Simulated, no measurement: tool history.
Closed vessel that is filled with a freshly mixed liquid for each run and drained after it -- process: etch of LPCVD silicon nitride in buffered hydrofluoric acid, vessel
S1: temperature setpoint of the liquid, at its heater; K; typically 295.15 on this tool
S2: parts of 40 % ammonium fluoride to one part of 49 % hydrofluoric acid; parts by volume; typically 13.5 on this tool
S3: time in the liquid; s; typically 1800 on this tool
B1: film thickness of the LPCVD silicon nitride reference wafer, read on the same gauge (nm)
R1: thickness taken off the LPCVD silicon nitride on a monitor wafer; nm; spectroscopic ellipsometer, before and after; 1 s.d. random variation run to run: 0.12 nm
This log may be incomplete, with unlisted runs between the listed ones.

Run 1, hour 0.0: usual settings but S1 297.15 K; B1 109.99. Result: R1 22.17 nm.
Run 2, hour 54.7: usual settings but S1 297.15 K; B1 109.97. Result: R1 21.95 nm.
Run 3, hour 139.4: usual settings; B1 109.96. Result: R1 19.89 nm.
Run 4, hour 183.0: usual settings; B1 110.01. Result: R1 19.90 nm.
Run 5, hour 231.8: usual settings; B1 109.98. Result: R1 19.72 nm.
Run 6, hour 284.4: usual settings; B1 110.00. Result: R1 19.62 nm.
Run 7, hour 355.8: usual settings; B1 110.02. Result: R1 19.86 nm.
Run 8, hour 459.6: usual settings but S1 297.65 K, S3 2190 s; B1 109.99. Result: R1 27.26 nm.
Run 9, hour 530.7: usual settings but S1 292.15 K, S2 11.5 parts by volume, S3 1435 s; B1 109.98. Result: R1 15.59 nm.
Run 10, hour 618.6: usual settings but S3 2825 s; B1 110.00. Result: R1 30.84 nm.
Run 11, hour 718.8: usual settings but S1 292.65 K; B1 110.01. Result: R1 17.10 nm.
Run 12, hour 792.1: usual settings; B1 110.00. Result: R1 19.79 nm.
Run 13, hour 850.6: usual settings but S1 298.15 K, S2 10.5 parts by volume, S3 1180 s; B1 110.04. Result: R1 19.14 nm.
Run 14, hour 918.8: usual settings; B1 110.01. Result: R1 19.64 nm.
Run 15, hour 981.7: usual settings; B1 109.99. Result: R1 19.38 nm.
Run 16, hour 1069.0: usual settings but S2 17.5 parts by volume, S3 875 s; B1 110.01. Result: R1 7.40 nm.
Run 17, hour 1141.9: usual settings but S1 299.15 K, S2 19.0 parts by volume, S3 2435 s; B1 109.99. Result: R1 23.58 nm.
Run 18, hour 1212.6: usual settings; B1 110.03. Result: R1 19.79 nm.
Run 19, hour 1293.8: usual settings but S2 19.0 parts by volume, S3 2280 s; B1 110.03. Result: R1 17.81 nm.
Run 20, hour 1351.3: usual settings but S3 2725 s; B1 110.00. Result: R1 29.91 nm.
Run 21, hour 1426.3: usual settings but S1 291.65 K, S2 8.5 parts by volume, S3 935 s; B1 110.00. Result: R1 12.90 nm.
Run 22, hour 1491.2: usual settings but S1 290.65 K, S2 16.0 parts by volume, S3 2270 s; B1 109.99. Result: R1 16.27 nm.
Run 23, hour 1561.8: usual settings but S2 11.0 parts by volume, S3 2070 s; B1 109.98. Result: R1 27.60 nm.
Run 24, hour 1601.1: usual settings but S2 17.0 parts by volume, S3 1115 s; B1 110.01. Result: R1 9.73 nm.
Run 25, hour 1643.3: usual settings but S1 292.65 K, S2 9.0 parts by volume, S3 860 s; B1 109.98. Result: R1 11.65 nm.
Run 26, hour 1746.9: usual settings but S2 9.0 parts by volume; B1 110.00. Result: R1 28.10 nm.
Run 27, hour 1801.8: usual settings; B1 110.00. Result: R1 19.49 nm.
Run 28, hour 1874.0: usual settings but S1 296.65 K, S2 17.5 parts by volume; B1 110.02. Result: R1 16.52 nm.
Run 29, hour 1952.1: usual settings but S1 292.65 K, S3 850 s; B1 109.99. Result: R1 8.02 nm.
Run 30, hour 2050.5: usual settings but S2 17.5 parts by volume, S3 2870 s; B1 110.00. Result: R1 24.00 nm.
Run 31, hour 2093.2: usual settings but S2 18.5 parts by volume, S3 1300 s; B1 110.01. Result: R1 10.42 nm.

The log once held 7 entries between its listed runs, left out of this copy. Where does each go, and what is different about the tool's unlogged condition between the listed run before it and the listed run after it?
Between runs 6 and 7: thermometer replaced (hour 314.2); hydrofluoric acid flow meter replaced (hour 344.7)
  both runs share identical hidden conditions
Between runs 15 and 16: thermometer replaced (hour 1004.9)
  both runs share identical hidden conditions
Between runs 17 and 18: hydrofluoric acid flow meter replaced (hour 1208.5)
  both runs share identical hidden conditions
Between runs 22 and 23: gauge calibrated (hour 1560.5)
  both runs share identical hidden conditions
Between runs 24 and 25: thermometer replaced (hour 1608.3)
  both runs share identical hidden conditions
Between runs 30 and 31: hydrofluoric acid flow meter replaced (hour 2054.1)
  both runs share identical hidden conditions
